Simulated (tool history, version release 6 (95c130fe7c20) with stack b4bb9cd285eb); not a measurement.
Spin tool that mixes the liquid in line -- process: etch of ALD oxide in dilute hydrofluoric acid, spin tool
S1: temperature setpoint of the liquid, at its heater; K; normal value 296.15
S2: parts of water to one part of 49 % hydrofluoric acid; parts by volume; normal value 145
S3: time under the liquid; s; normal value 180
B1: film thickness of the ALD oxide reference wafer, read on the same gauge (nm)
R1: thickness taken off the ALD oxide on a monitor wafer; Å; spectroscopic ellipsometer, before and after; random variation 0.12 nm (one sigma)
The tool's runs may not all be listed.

{"run": 1, "hour": 0.0, "S1": 296.15, "S2": 145, "S3": 180, "B1": 140, "R1": 120.6}
{"run": 2, "hour": 47.7, "S1": 296.15, "S2": 145, "S3": 180, "B1": 140, "R1": 117.1}
{"run": 3, "hour": 116.2, "S1": 296.15, "S2": 145, "S3": 180, "B1": 140.01, "R1": 115.9}
{"hour": 133.5, "done": "hydrofluoric acid flow meter replaced"}
{"run": 4, "hour": 159.5, "S1": 296.15, "S2": 145, "S3": 215, "B1": 140, "R1": 150.6}
{"run": 5, "hour": 260.4, "S1": 296.15, "S2": 145, "S3": 215, "B1": 140, "R1": 151}
{"run": 6, "hour": 330.4, "S1": 296.15, "S2": 145, "S3": 265, "B1": 140.02, "R1": 184.1}
{"run": 7, "hour": 386.3, "S1": 296.15, "S2": 145, "S3": 265, "B1": 139.99, "R1": 184.2}
{"run": 8, "hour": 464.6, "S1": 296.15, "S2": 145, "S3": 265, "B1": 140, "R1": 185.9}
{"run": 9, "hour": 501.9, "S1": 296.15, "S2": 145, "S3": 180, "B1": 140.01, "R1": 122.7}
{"run": 10, "hour": 579.9, "S1": 296.15, "S2": 145, "S3": 180, "B1": 140.02, "R1": 121.3}
{"run": 11, "hour": 616.6, "S1": 296.15, "S2": 165, "S3": 215, "B1": 140.01, "R1": 121.5}
{"hour": 645.2, "done": "hydrofluoric acid flow meter replaced"}
{"run": 12, "hour": 685.6, "S1": 296.15, "S2": 165, "S3": 215, "B1": 140.02, "R1": 134.6}
{"run": 13, "hour": 741.1, "S1": 296.15, "S2": 145, "S3": 180, "B1": 140.01, "R1": 126.7}
{"run": 14, "hour": 795.5, "S1": 296.15, "S2": 145, "S3": 180, "B1": 140.01, "R1": 128.7}
{"run": 15, "hour": 863.6, "S1": 299.15, "S2": 200, "S3": 180, "B1": 140, "R1": 96.8}
{"run": 16, "hour": 919.5, "S1": 296.15, "S2": 145, "S3": 180, "B1": 140.01, "R1": 128.1}
{"run": 17, "hour": 982.4, "S1": 298.15, "S2": 100, "S3": 290, "B1": 140.01, "R1": 338.8}
{"run": 18, "hour": 1054.4, "S1": 293.15, "S2": 145, "S3": 180, "B1": 140, "R1": 113.1}
{"run": 19, "hour": 1103.7, "S1": 296.15, "S2": 145, "S3": 180, "B1": 140, "R1": 125.8}
{"hour": 1126.6, "done": "hydrofluoric acid flow meter replaced"}
{"run": 20, "hour": 1160.4, "S1": 293.65, "S2": 180, "S3": 240, "B1": 139.99, "R1": 126.2}
{"run": 21, "hour": 1226.5, "S1": 294.65, "S2": 125, "S3": 140, "B1": 139.99, "R1": 114.2}
{"hour": 1518.1, "done": "hydrofluoric acid flow meter replaced"}
{"run": 22, "hour": 1518.6, "S1": 296.15, "S2": 145, "S3": 180, "B1": 140.01, "R1": 137.8}
{"hour": 1520.0, "done": "thermometer replaced"}
{"hour": 1568.9, "done": "gauge calibrated"}
{"run": 23, "hour": 1599.4, "S1": 294.15, "S2": 110, "S3": 180, "B1": 140.01, "R1": 161.8}
{"run": 24, "hour": 1681.9, "S1": 296.15, "S2": 170, "S3": 180, "B1": 140, "R1": 103}
{"run": 25, "hour": 1748.6, "S1": 296.15, "S2": 145, "S3": 180, "B1": 140, "R1": 122.8}
{"run": 26, "hour": 1803.0, "S1": 300.15, "S2": 95, "S3": 240, "B1": 140, "R1": 307.5}
{"run": 27, "hour": 1889.5, "S1": 300.65, "S2": 165, "S3": 145, "B1": 140, "R1": 98.3}
{"run": 28, "hour": 1965.4, "S1": 298.65, "S2": 200, "S3": 115, "B1": 140.01, "R1": 56.5}

Branching from run 28: 3 alternative next runs. What would each branch give?
{"run": "A", "hour": 1965.9, "S1": 296.15, "S2": 110, "S3": 180, "B1": "?", "R1": "?"}
{"run": "B", "hour": 1965.9, "S1": 297.65, "S2": 145, "S3": 225, "B1": "?", "R1": "?"}
{"run": "C", "hour": 1965.9, "S1": 296.15, "S2": 100, "S3": 245, "B1": "?", "R1": "?"}

run=A B1=140.02 R1=164.1
run=B B1=140.02 R1=157.7
run=C B1=140.02 R1=248.8
With the hidden condition removed and each run's random variation left untouched, the same runs would have given:
run=A R1=171
run=B R1=165
run=C R1=259.1
